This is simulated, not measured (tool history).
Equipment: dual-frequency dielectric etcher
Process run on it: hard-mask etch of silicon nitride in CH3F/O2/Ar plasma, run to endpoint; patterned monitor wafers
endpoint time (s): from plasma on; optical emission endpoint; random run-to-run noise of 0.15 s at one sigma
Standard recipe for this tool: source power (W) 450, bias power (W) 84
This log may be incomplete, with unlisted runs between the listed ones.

run,hour,source power (W),bias power (W),wafers since the last listed run,hours since the last wet clean,hours since the last source power generator calibration,hours since the last bias power generator calibration,hours since the last upper electrode change,"incoming incoming film thickness, nm",endpoint time (s)
1,0.0,370,94,0,289.0,2225.2,1111.8,2434.2,38.72,49.3
2,57.3,370,94,566,346.3,2282.5,1169.1,2491.5,38.83,49.4
# hour 105.3: upper electrode replaced
3,110.2,420,84,285,399.2,2335.4,1222.0,4.9,38.31,48.1
4,178.9,430,84,678,467.9,2404.1,1290.7,73.6,38.22,47.2
5,218.0,430,84,386,507.0,2443.2,1329.8,112.7,38.25,47.6
6,253.2,430,84,347,542.2,2478.4,1365.0,147.9,38.62,47.8
# hour 287.4: wet clean of the chamber
7,304.6,520,84,270,17.2,2529.8,1416.4,199.3,38.86,44.6
8,347.3,520,84,422,59.9,2572.5,1459.1,242.0,38.85,44.6
9,377.5,520,84,298,90.1,2602.7,1489.3,272.2,38.31,43.8
10,424.0,450,70,459,136.6,2649.2,1535.8,318.7,38.24,48.9
11,463.1,450,70,386,175.7,2688.3,1574.9,357.8,38.66,49.4
12,535.0,480,93,710,247.6,2760.2,1646.8,429.7,38.32,43.7
13,568.0,480,74,326,280.6,2793.2,1679.8,462.7,38.94,47.7
14,620.1,450,84,514,332.7,2845.3,1731.9,514.8,38.48,46.7
15,644.5,450,84,241,357.1,2869.7,1756.3,539.2,38.37,46.5
16,699.0,450,84,538,411.6,2924.2,1810.8,593.7,38.79,46.9
17,723.1,490,84,238,435.7,2948.3,1834.9,617.8,38.60,45.0
18,771.9,410,84,482,484.5,2997.1,1883.7,666.6,38.29,48.1
19,809.6,360,97,372,522.2,3034.8,1921.4,704.3,38.54,48.6
20,845.5,360,77,354,558.1,3070.7,1957.3,740.2,38.25,52.0
# hour 895.4: bias power generator calibrated
# hour 903.8: wet clean of the chamber
21,916.3,550,84,577,12.5,3141.5,20.9,811.0,38.41,42.9
22,972.4,480,64,554,68.6,3197.6,77.0,867.1,38.44,49.0
23,1015.3,400,73,423,111.5,3240.5,119.9,910.0,38.28,50.2
24,1083.6,510,72,675,179.8,3308.8,188.2,978.3,38.12,45.6

Expected results for the next run?
# hour 1120.6: source power generator calibrated
25,1121.1,420,84,331,217.3,0.5,225.7,1015.8,38.31,?

endpoint time (s): 48.2
Minus the tool's unlogged condition, the same run would have read endpoint time (s) 48.2.

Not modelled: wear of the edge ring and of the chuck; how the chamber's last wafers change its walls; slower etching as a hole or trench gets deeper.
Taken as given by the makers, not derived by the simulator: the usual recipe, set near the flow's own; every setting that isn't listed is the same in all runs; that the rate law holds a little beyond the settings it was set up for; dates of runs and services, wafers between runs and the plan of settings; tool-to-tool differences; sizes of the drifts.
